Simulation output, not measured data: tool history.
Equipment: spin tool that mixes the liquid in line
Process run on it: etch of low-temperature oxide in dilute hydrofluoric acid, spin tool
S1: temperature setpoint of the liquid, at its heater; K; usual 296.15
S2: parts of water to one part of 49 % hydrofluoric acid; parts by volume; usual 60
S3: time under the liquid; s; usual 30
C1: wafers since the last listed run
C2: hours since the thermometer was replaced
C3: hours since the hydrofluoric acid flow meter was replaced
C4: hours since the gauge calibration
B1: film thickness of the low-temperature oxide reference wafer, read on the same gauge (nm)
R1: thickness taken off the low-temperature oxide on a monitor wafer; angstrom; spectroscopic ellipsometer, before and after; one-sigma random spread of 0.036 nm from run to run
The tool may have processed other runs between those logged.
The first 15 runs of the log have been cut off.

run	day	S1	S2	S3	C1	C2	C3	C4	B1	R1
16	37.112	296.15	60	30	460	1359.8	310.7	417.4	60.02	123.2
17	39.546	300.15	80	30	625	1418.2	369.1	475.8	59.99	104.7
18	41.05	291.65	45	50	386	1454.3	405.2	511.9	59.99	230.4
19	42.117	296.15	60	30	274	1479.9	430.8	537.5	60	123
20	43.733	300.15	80	15	415	1518.7	469.6	576.3	60.01	52.7
21	45.379	296.15	60	30	423	1558.2	509.1	615.8	59.99	123.1
# day 46.129: thermometer replaced
22	46.696	296.15	40	20	327	13.6	540.7	647.4	60.02	122
23	48.475	292.65	75	45	457	56.3	583.4	690.1	59.98	121.6
24	52.254	296.15	75	30	971	147	674.1	780.8	59.99	93.6
25	54.192	296.15	60	30	498	193.5	720.6	827.3	60	119
26	56.983	296.15	30	30	717	260.5	787.6	894.3	60	249
27	58.888	293.65	60	30	489	306.2	833.3	940	60.02	107.7
28	61.162	299.65	60	30	584	360.8	887.9	994.6	60	138.4
29	62.321	299.65	60	40	297	388.6	915.7	1022.4	59.98	185.1
30	63.5	296.15	85	25	303	416.9	944	1050.7	60.01	68.1
31	65.3	296.15	60	30	462	460.1	987.2	1093.9	60	120.3
32	67.762	292.15	60	30	633	519.2	1046.3	1153	59.99	101.4
33	69.508	296.15	60	30	448	561.1	1088.2	1194.9	59.99	120.3

3 options for the next run, each taken on its own from the tool as it stands now. Forecast them:
A	69.525	294.15	60	30	4	561.5	1088.6	1195.3	?	?
B	69.525	296.15	80	30	4	561.5	1088.6	1195.3	?	?
C	69.525	299.65	40	30	4	561.5	1088.6	1195.3	?	?

run	B1	R1
A	60.02	110.9
B	60.02	88.1
C	60.02	214.2
Take away the tool's hidden state, keep each run's random variation, and the runs would have read:
run	R1
A	109.1
B	86.7
C	210.9
